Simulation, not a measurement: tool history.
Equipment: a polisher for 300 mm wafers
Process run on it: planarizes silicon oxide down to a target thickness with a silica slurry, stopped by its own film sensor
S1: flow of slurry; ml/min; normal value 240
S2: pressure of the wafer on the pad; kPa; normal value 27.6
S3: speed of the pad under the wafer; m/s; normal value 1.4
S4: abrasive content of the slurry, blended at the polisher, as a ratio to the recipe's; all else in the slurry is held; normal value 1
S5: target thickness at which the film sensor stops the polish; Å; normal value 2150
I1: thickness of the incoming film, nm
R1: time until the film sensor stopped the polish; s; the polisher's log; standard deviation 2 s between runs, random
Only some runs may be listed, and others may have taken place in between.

{"run": 1, "hour": 0.0, "S1": 270, "S2": 27.6, "S3": 1.4, "S4": 1, "S5": 2150, "I1": 613, "R1": 137}
{"run": 2, "hour": 73.4, "S1": 270, "S2": 27.6, "S3": 1.4, "S4": 1, "S5": 2150, "I1": 611.2, "R1": 125.5}
{"run": 3, "hour": 179.4, "S1": 270, "S2": 27.6, "S3": 1.4, "S4": 1, "S5": 2150, "I1": 602.3, "R1": 122.1}
{"run": 4, "hour": 284.1, "S1": 240, "S2": 27.6, "S3": 1.4, "S4": 1, "S5": 2150, "I1": 609, "R1": 123.2}
{"run": 5, "hour": 378.8, "S1": 240, "S2": 27.6, "S3": 1.4, "S4": 1, "S5": 2150, "I1": 620.8, "R1": 132.1}
{"run": 6, "hour": 420.1, "S1": 240, "S2": 27.6, "S3": 1.4, "S4": 1, "S5": 2150, "I1": 619.8, "R1": 139.2}
{"run": 7, "hour": 511.0, "S1": 240, "S2": 27.6, "S3": 1.4, "S4": 1, "S5": 2150, "I1": 616.8, "R1": 121}
{"run": 8, "hour": 615.4, "S1": 240, "S2": 27.6, "S3": 1.4, "S4": 1, "S5": 2150, "I1": 606.2, "R1": 126.7}
{"run": 9, "hour": 694.3, "S1": 300, "S2": 30.3, "S3": 1.4, "S4": 1, "S5": 2150, "I1": 613.7, "R1": 104.9}
{"run": 10, "hour": 743.3, "S1": 240, "S2": 20, "S3": 1.68, "S4": 1, "S5": 2150, "I1": 614.1, "R1": 150.8}
{"run": 11, "hour": 790.1, "S1": 305, "S2": 27.6, "S3": 1.54, "S4": 1, "S5": 2510, "I1": 603.5, "R1": 102.5}
{"run": 12, "hour": 847.3, "S1": 240, "S2": 27.6, "S3": 1.4, "S4": 1, "S5": 2150, "I1": 603.4, "R1": 125.7}
{"run": 13, "hour": 906.1, "S1": 240, "S2": 27.6, "S3": 1.82, "S4": 1, "S5": 2150, "I1": 605.9, "R1": 115.4}
{"run": 14, "hour": 998.8, "S1": 240, "S2": 27.6, "S3": 1.4, "S4": 1, "S5": 2590, "I1": 612.6, "R1": 111.5}
{"run": 15, "hour": 1091.4, "S1": 190, "S2": 32.4, "S3": 1.4, "S4": 1, "S5": 1480, "I1": 615.8, "R1": 138.1}
{"run": 16, "hour": 1189.4, "S1": 275, "S2": 27.6, "S3": 1.22, "S4": 0.85, "S5": 3530, "I1": 604.2, "R1": 89.4}

Missing from the log above: 16 entries noted between runs. For each, name the pair of listed runs it sits between and say how the tool's hidden condition differs from the listed run just before to the listed run just after:
Run 1 -> run 2: worn pad replaced by a new one (hour 3.2)
  removal rate lost through wear of the pad, %: 15.9 -> 5.12
  measured value less the no-hidden-state value, R1: +21.7 -> +6.4 s
Run 2 -> run 3: slurry blender recalibrated (hour 99.2)
  removal rate lost through wear of the pad, %: 5.12 -> 11.4
  measured value less the no-hidden-state value, R1: +6.4 -> +13.9 s
Run 3 -> run 4: worn pad replaced by a new one (hour 222.3)
  removal rate lost through wear of the pad, %: 11.4 -> 4.3
  measured value less the no-hidden-state value, R1: +13.9 -> +5.3 s
Run 4 -> run 5: slurry nozzle cleaned (hour 323.6); slurry blender recalibrated (hour 370.2); conditioning disc replaced and pad reconditioned (hour 373.6)
  removal rate lost through wear of the pad, %: 4.3 -> 9.87
  measured value less the no-hidden-state value, R1: +5.3 -> +13 s
Run 6 -> run 7: worn pad replaced by a new one (hour 467.8); head pressure recalibrated (hour 472.2)
  removal rate lost through wear of the pad, %: 12.3 -> 3.49
  measured value less the no-hidden-state value, R1: +17.2 -> +4.2 s
Run 7 -> run 8: slurry blender recalibrated (hour 573.5)
  removal rate lost through wear of the pad, %: 3.49 -> 9.63
  measured value less the no-hidden-state value, R1: +4.2 -> +12.2 s
Run 8 -> run 9: worn pad replaced by a new one (hour 690)
  removal rate lost through wear of the pad, %: 9.63 -> 2.35
  measured value less the no-hidden-state value, R1: +12.2 -> +2.4 s
Run 11 -> run 12: slurry blender recalibrated (hour 793.7); slurry nozzle cleaned (hour 839.5)
  removal rate lost through wear of the pad, %: 7.99 -> 11.4
  measured value less the no-hidden-state value, R1: +8.2 -> +14.3 s
Run 13 -> run 14: worn pad replaced by a new one (hour 938.9); conditioning disc replaced and pad reconditioned (hour 991.4)
  removal rate lost through wear of the pad, %: 14.8 -> 5.22
  measured value less the no-hidden-state value, R1: +17.1 -> +5.8 s
Run 14 -> run 15: slurry blender recalibrated (hour 1023.3)
  removal rate lost through wear of the pad, %: 5.22 -> 10.7
  measured value less the no-hidden-state value, R1: +5.8 -> +14.7 s
Run 15 -> run 16: worn pad replaced by a new one (hour 1147.2)
  removal rate lost through wear of the pad, %: 10.7 -> 3.51
  measured value less the no-hidden-state value, R1: +14.7 -> +3.2 s

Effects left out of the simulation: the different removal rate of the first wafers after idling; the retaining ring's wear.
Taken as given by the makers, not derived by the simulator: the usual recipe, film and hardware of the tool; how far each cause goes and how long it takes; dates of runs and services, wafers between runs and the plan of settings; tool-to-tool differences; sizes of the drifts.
